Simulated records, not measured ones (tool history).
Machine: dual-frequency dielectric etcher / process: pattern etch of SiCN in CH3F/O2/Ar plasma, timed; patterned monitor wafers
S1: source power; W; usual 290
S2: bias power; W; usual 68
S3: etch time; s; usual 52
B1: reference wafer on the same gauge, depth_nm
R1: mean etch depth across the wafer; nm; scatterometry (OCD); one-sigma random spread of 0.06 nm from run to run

{"run": 1, "hour": 0.0, "S1": 290, "S2": 68, "S3": 52, "B1": 16.49, "R1": 18}
{"run": 2, "hour": 86.2, "S1": 290, "S2": 68, "S3": 52, "B1": 16.51, "R1": 17.98}
{"hour": 169.2, "done": "wet clean of the chamber"}
{"run": 3, "hour": 184.4, "S1": 290, "S2": 68, "S3": 52, "B1": 16.5, "R1": 18}
{"run": 4, "hour": 271.7, "S1": 290, "S2": 68, "S3": 52, "B1": 16.5, "R1": 17.95}
{"run": 5, "hour": 360.3, "S1": 290, "S2": 68, "S3": 52, "B1": 16.51, "R1": 18.06}
{"run": 6, "hour": 439.1, "S1": 290, "S2": 68, "S3": 52, "B1": 16.5, "R1": 18.01}
{"run": 7, "hour": 510.8, "S1": 290, "S2": 68, "S3": 52, "B1": 16.48, "R1": 18.01}
{"run": 8, "hour": 552.9, "S1": 270, "S2": 68, "S3": 52, "B1": 16.5, "R1": 17.53}
{"hour": 598.1, "done": "gauge calibrated"}
{"hour": 622.7, "done": "wet clean of the chamber"}
{"run": 9, "hour": 641.0, "S1": 320, "S2": 80, "S3": 52, "B1": 16.49, "R1": 19.64}
{"run": 10, "hour": 687.9, "S1": 320, "S2": 80, "S3": 52, "B1": 16.5, "R1": 19.63}
{"run": 11, "hour": 781.3, "S1": 310, "S2": 68, "S3": 52, "B1": 16.5, "R1": 18.45}
{"run": 12, "hour": 874.4, "S1": 310, "S2": 68, "S3": 52, "B1": 16.49, "R1": 18.42}
{"hour": 917.0, "done": "upper electrode replaced"}
{"run": 13, "hour": 974.3, "S1": 310, "S2": 68, "S3": 52, "B1": 16.49, "R1": 18.5}
{"hour": 1023.2, "done": "wet clean of the chamber"}
{"run": 14, "hour": 1051.9, "S1": 290, "S2": 77, "S3": 52, "B1": 16.5, "R1": 18.93}
{"run": 15, "hour": 1151.8, "S1": 290, "S2": 77, "S3": 52, "B1": 16.5, "R1": 18.91}
{"run": 16, "hour": 1240.7, "S1": 290, "S2": 77, "S3": 52, "B1": 16.5, "R1": 18.97}
{"run": 17, "hour": 1328.9, "S1": 240, "S2": 82, "S3": 57.5, "B1": 16.5, "R1": 20.26}
{"hour": 1376.7, "done": "source power generator calibrated"}
{"run": 18, "hour": 1402.7, "S1": 290, "S2": 68, "S3": 52, "B1": 16.49, "R1": 18.1}
{"hour": 1420.7, "done": "bias power generator calibrated"}
{"hour": 1440.3, "done": "wet clean of the chamber"}
{"run": 19, "hour": 1493.8, "S1": 290, "S2": 68, "S3": 42.5, "B1": 16.52, "R1": 14.69}
{"run": 20, "hour": 1579.5, "S1": 290, "S2": 68, "S3": 52, "B1": 16.51, "R1": 17.98}
{"run": 21, "hour": 1659.6, "S1": 290, "S2": 68, "S3": 52, "B1": 16.51, "R1": 17.88}
{"run": 22, "hour": 1699.5, "S1": 260, "S2": 60, "S3": 43.5, "B1": 16.5, "R1": 13.92}
{"run": 23, "hour": 1791.1, "S1": 320, "S2": 84, "S3": 66.5, "B1": 16.49, "R1": 25.54}
{"hour": 1802.9, "done": "gauge calibrated"}
{"hour": 1907.3, "done": "wet clean of the chamber"}
{"run": 24, "hour": 1907.8, "S1": 260, "S2": 68, "S3": 61.5, "B1": 16.5, "R1": 20.6}
{"run": 25, "hour": 1973.3, "S1": 290, "S2": 68, "S3": 52, "B1": 16.5, "R1": 18}
{"run": 26, "hour": 2061.7, "S1": 320, "S2": 68, "S3": 39, "B1": 16.48, "R1": 13.84}
{"run": 27, "hour": 2106.8, "S1": 290, "S2": 68, "S3": 64.5, "B1": 16.51, "R1": 22.36}
{"run": 28, "hour": 2170.8, "S1": 290, "S2": 68, "S3": 64, "B1": 16.49, "R1": 22.25}
{"run": 29, "hour": 2254.7, "S1": 290, "S2": 76, "S3": 52, "B1": 16.49, "R1": 18.73}
{"run": 30, "hour": 2301.7, "S1": 340, "S2": 79, "S3": 56.5, "B1": 16.51, "R1": 21.82}

Consider 4 possible next runs. They are alternatives, not a sequence: every one starts from the tool as it was left by run 30. What does each give?
{"run": "A", "hour": 2302.1, "S1": 290, "S2": 68, "S3": 47, "B1": "?", "R1": "?"}
{"run": "B", "hour": 2302.1, "S1": 310, "S2": 84, "S3": 52, "B1": "?", "R1": "?"}
{"run": "C", "hour": 2302.1, "S1": 350, "S2": 76, "S3": 52, "B1": "?", "R1": "?"}
{"run": "D", "hour": 2302.1, "S1": 340, "S2": 68, "S3": 57, "B1": "?", "R1": "?"}

run=A B1=16.51 R1=16.32
run=B B1=16.51 R1=19.89
run=C B1=16.51 R1=19.96
run=D B1=16.51 R1=20.85
Take away the tool's hidden state, keep each run's random variation, and the runs would have read:
run=A R1=16.26
run=B R1=19.81
run=C R1=19.89
run=D R1=20.77

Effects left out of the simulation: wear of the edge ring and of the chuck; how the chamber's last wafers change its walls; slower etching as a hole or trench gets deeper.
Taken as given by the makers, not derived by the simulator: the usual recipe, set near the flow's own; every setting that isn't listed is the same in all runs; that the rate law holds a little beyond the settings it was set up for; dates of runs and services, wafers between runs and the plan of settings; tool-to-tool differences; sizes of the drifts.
